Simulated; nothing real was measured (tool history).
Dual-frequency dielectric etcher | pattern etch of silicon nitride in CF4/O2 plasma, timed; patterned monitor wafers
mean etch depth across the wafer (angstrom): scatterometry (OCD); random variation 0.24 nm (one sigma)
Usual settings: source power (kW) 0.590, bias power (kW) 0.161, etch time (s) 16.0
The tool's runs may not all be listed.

run,hour,source power (kW),bias power (kW),etch time (s),"read-back reference wafer on the same gauge, depth_nm",mean etch depth across the wafer (angstrom)
1,0.0,0.590,0.161,16.0,37.35,366.3
2,45.4,0.590,0.161,16.0,37.35,366.5
3,114.9,0.590,0.161,16.0,37.27,368.6
4,162.6,0.650,0.137,16.0,37.33,375.1
5,209.2,0.590,0.161,16.0,37.41,367.2
6,284.0,0.590,0.161,16.0,37.27,368.6
# hour 321.2: wet clean of the chamber
7,413.9,0.590,0.161,16.0,37.26,368.2
8,484.0,0.590,0.161,16.0,37.37,369.5
9,574.9,0.590,0.161,16.0,37.30,363.9
10,680.9,0.710,0.161,19.0,37.34,507.7
# hour 765.1: wet clean of the chamber
11,780.3,0.710,0.161,19.0,37.23,504.8
12,840.1,0.710,0.161,19.0,37.37,500.5
13,880.2,0.590,0.161,16.0,37.29,369.8
14,953.3,0.590,0.161,16.0,37.31,365.3
# hour 980.7: gauge calibrated
15,1010.6,0.720,0.161,17.5,37.29,468.5
16,1059.3,0.630,0.161,14.0,37.34,338.3
17,1137.2,0.720,0.161,14.0,37.37,374.0
18,1240.2,0.690,0.149,12.5,37.32,312.2
# hour 1294.5: wet clean of the chamber
19,1312.1,0.480,0.193,16.0,37.26,335.9
20,1398.9,0.650,0.150,19.5,37.19,469.4
21,1493.1,0.590,0.161,16.0,37.30,364.5
22,1599.2,0.590,0.161,16.0,37.32,368.9
# hour 1688.2: upper electrode replaced
# hour 1755.2: source power generator calibrated
23,1770.2,0.510,0.161,16.0,37.35,324.5
# hour 1813.1: bias power generator calibrated
# hour 1845.1: wet clean of the chamber
24,1845.6,0.460,0.197,16.0,37.31,326.8
25,1888.5,0.500,0.126,14.0,37.33,259.6
26,1979.8,0.520,0.161,17.5,37.22,365.3
27,2058.7,0.500,0.144,20.0,37.29,388.4
28,2129.7,0.460,0.161,17.5,37.37,332.3
29,2195.6,0.590,0.132,17.5,37.35,372.9
# hour 2280.5: wet clean of the chamber
30,2281.0,0.590,0.161,16.0,37.28,369.1
31,2365.2,0.450,0.161,17.5,37.42,324.1

The tool's hidden state at each run:
etch rate over this chamber's usual, %: 0 in every run
source power that arrives over what is set, %: 0 in every run
bias power that arrives over what is set, %: 0 in every run
gauge reads high (%): 0 in every run
